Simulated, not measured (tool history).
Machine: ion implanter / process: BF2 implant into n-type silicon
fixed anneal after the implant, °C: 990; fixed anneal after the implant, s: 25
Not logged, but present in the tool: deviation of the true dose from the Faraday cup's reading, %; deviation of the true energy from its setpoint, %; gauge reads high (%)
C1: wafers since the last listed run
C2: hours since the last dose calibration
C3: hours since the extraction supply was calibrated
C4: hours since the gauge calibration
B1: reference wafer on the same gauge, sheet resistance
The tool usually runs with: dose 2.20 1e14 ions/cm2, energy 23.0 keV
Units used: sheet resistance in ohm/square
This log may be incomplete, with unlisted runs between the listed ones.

run 1 day=0.000 | dose=2.20 energy=23.0 | C1=0 C2=1450.6 C3=7147.5 C4=123.8 | B1=565.75 | sheet_resistance=506.67
run 2 day=0.600 | dose=2.20 energy=23.0 | C1=454 C2=1465.0 C3=7161.9 C4=138.2 | B1=565.83 | sheet_resistance=509.15
run 3 day=1.562 | dose=2.20 energy=23.0 | C1=729 C2=1488.1 C3=7185.0 C4=161.3 | B1=565.64 | sheet_resistance=508.75
run 4 day=2.233 | dose=2.20 energy=23.0 | C1=508 C2=1504.2 C3=7201.1 C4=177.4 | B1=565.78 | sheet_resistance=509.19
run 5 day=3.438 | dose=2.63 energy=17.5 | C1=912 C2=1533.1 C3=7230.0 C4=206.3 | B1=566.63 | sheet_resistance=448.21
run 6 day=4.600 | dose=2.63 energy=17.5 | C1=881 C2=1561.0 C3=7257.9 C4=234.2 | B1=566.06 | sheet_resistance=450.41
run 7 day=5.308 | dose=2.63 energy=17.5 | C1=537 C2=1578.0 C3=7274.9 C4=251.2 | B1=566.06 | sheet_resistance=448.22
-- day=6.429 gauge calibrated
run 8 day=8.092 | dose=2.20 energy=23.0 | C1=2110 C2=1644.8 C3=7341.7 C4=39.9 | B1=565.88 | sheet_resistance=509.37
run 9 day=9.233 | dose=2.20 energy=23.0 | C1=865 C2=1672.2 C3=7369.1 C4=67.3 | B1=566.15 | sheet_resistance=507.59
run 10 day=10.267 | dose=1.95 energy=20.5 | C1=783 C2=1697.0 C3=7393.9 C4=92.1 | B1=566.61 | sheet_resistance=569.81
-- day=11.571 extraction supply calibrated
-- day=13.683 Faraday cup replaced and dose calibrated
run 11 day=14.067 | dose=2.20 energy=23.0 | C1=2375 C2=9.2 C3=59.9 C4=183.3 | B1=566.02 | sheet_resistance=508.72
run 12 day=14.646 | dose=2.50 energy=23.0 | C1=439 C2=23.1 C3=73.8 C4=197.2 | B1=566.15 | sheet_resistance=455.97
run 13 day=15.350 | dose=2.62 energy=29.5 | C1=533 C2=40.0 C3=90.7 C4=214.1 | B1=565.89 | sheet_resistance=430.74
run 14 day=16.733 | dose=1.94 energy=20.5 | C1=1048 C2=73.2 C3=123.9 C4=247.3 | B1=565.86 | sheet_resistance=572.98
-- day=17.258 gauge calibrated
run 15 day=17.738 | dose=2.78 energy=23.0 | C1=761 C2=97.3 C3=148.0 C4=11.5 | B1=565.89 | sheet_resistance=416.32
run 16 day=18.442 | dose=2.62 energy=27.0 | C1=533 C2=114.2 C3=164.9 C4=28.4 | B1=566.01 | sheet_resistance=434.71
run 17 day=19.400 | dose=2.56 energy=23.0 | C1=726 C2=137.2 C3=187.9 C4=51.4 | B1=565.90 | sheet_resistance=446.14

Across each entry between runs, compare the hidden state at the last listed run before it with the hidden state at the first listed run after it:
After run 7, before run 8: gauge calibrated (day 6.429)
  the hidden state is the same at both runs
After run 10, before run 11: extraction supply calibrated (day 11.571); Faraday cup replaced and dose calibrated (day 13.683)
  the hidden state is the same at both runs
After run 14, before run 15: gauge calibrated (day 17.258)
  the hidden state is the same at both runs
